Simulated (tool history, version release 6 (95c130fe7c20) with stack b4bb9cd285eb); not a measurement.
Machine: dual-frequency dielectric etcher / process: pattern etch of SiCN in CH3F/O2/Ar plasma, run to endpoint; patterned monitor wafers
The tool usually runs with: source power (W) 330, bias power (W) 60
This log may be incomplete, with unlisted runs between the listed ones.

run,day,source power (W),bias power (W),wafers since the last listed run,hours since the last wet clean,hours since the last source power generator calibration,hours since the last bias power generator calibration,hours since the last upper electrode change,"incoming incoming film thickness, nm",endpoint time (s)
1,0.000,330,60,0,480.1,3135.8,2862.9,3621.0,12.49,36.3
2,1.446,330,60,623,514.8,3170.5,2897.6,3655.7,12.40,35.9
3,2.762,330,60,567,546.4,3202.1,2929.2,3687.3,12.34,36.2
# day 4.175: wet clean of the chamber
4,4.754,330,60,427,13.9,3249.9,2977.0,3735.1,12.38,35.3
5,7.046,330,60,988,68.9,3304.9,3032.0,3790.1,12.44,35.4
6,8.754,330,49,736,109.9,3345.9,3073.0,3831.1,12.31,37.9
7,10.512,330,49,758,152.1,3388.1,3115.2,3873.3,12.37,38.1
8,12.821,330,60,995,207.5,3443.5,3170.6,3928.7,12.43,35.7
9,14.758,330,60,835,254.0,3490.0,3217.1,3975.2,12.51,36.1
10,16.525,310,54,761,296.4,3532.4,3259.5,4017.6,12.42,38.5
11,17.904,310,54,594,329.5,3565.5,3292.6,4050.7,12.24,38.1
12,20.296,310,54,1031,386.9,3622.9,3350.0,4108.1,12.53,39.2
13,22.554,390,51,973,441.1,3677.1,3404.2,4162.3,12.34,35.0
14,24.325,390,51,763,483.6,3719.6,3446.7,4204.8,12.35,35.0
# day 25.721: source power generator calibrated
# day 27.579: wet clean of the chamber
15,27.600,300,75,908,0.5,45.1,3525.3,4283.4,12.48,33.3
16,29.575,370,55,851,47.9,92.5,3572.7,4330.8,12.33,33.2
17,30.654,330,60,465,73.8,118.4,3598.6,4356.7,12.58,35.0
# day 32.971: upper electrode replaced
18,33.383,370,65,745,139.3,183.9,3664.1,9.9,12.38,31.5
19,35.162,350,60,767,182.0,226.6,3706.8,52.6,12.21,33.3
20,38.012,380,66,1228,250.4,295.0,3775.2,121.0,12.34,31.2
21,40.279,330,60,977,304.8,349.4,3829.6,175.4,12.42,35.2
22,43.162,300,68,1243,374.0,418.6,3898.8,244.6,12.40,35.4
23,45.000,330,60,792,418.1,462.7,3942.9,288.7,12.39,35.2
24,46.962,260,60,846,465.2,509.8,3990.0,335.8,12.40,40.1
25,48.425,330,60,630,500.3,544.9,4025.1,370.9,12.43,35.4
26,49.596,330,60,504,528.4,573.0,4053.2,399.0,12.42,35.3
# day 50.229: bias power generator calibrated
27,51.092,300,46,573,564.3,608.9,20.7,434.9,12.54,41.4
# day 54.333: wet clean of the chamber
28,54.354,270,66,975,0.5,687.2,99.0,513.2,12.36,36.8
29,55.633,330,60,551,31.2,717.9,129.7,543.9,12.37,34.3
30,57.350,330,50,740,72.4,759.1,170.9,585.1,12.31,36.4
31,59.396,400,60,882,121.5,808.2,220.0,634.2,12.42,31.4
32,62.362,330,47,1279,192.7,879.4,291.2,705.4,12.40,37.9
33,64.992,300,64,1133,255.8,942.5,354.3,768.5,12.35,35.8
34,66.292,250,52,560,287.0,973.7,385.5,799.7,12.56,43.5

Give the tool's hidden conditions for every run:
bias power that arrives over what is set, %: 0, the same for each run
H1: etch rate over this chamber's usual, %
H2: source power that arrives over what is set, %
run,H1,H2
1,-2.17,-4.52
2,-2.34,-4.58
3,-2.5,-4.62
4,-0.0827,-4.69
5,-0.354,-4.78
6,-0.556,-4.84
7,-0.764,-4.9
8,-1.04,-4.98
9,-1.27,-5.05
10,-1.47,-5.11
11,-1.64,-5.16
12,-1.92,-5.25
13,-2.19,-5.33
14,-2.4,-5.39
15,0.00711,0.432
16,-0.226,0.362
17,-0.354,0.323
18,-0.677,0.226
19,-0.887,0.162
20,-1.22,0.0608
21,-1.49,-0.02
22,-1.83,-0.123
23,-2.05,-0.188
24,-2.28,-0.258
25,-2.46,-0.31
26,-2.59,-0.352
27,-2.77,-0.405
28,0.38,-0.522
29,0.228,-0.567
30,0.0253,-0.628
31,-0.217,-0.701
32,-0.567,-0.807
33,-0.878,-0.901
34,-1.03,-0.947

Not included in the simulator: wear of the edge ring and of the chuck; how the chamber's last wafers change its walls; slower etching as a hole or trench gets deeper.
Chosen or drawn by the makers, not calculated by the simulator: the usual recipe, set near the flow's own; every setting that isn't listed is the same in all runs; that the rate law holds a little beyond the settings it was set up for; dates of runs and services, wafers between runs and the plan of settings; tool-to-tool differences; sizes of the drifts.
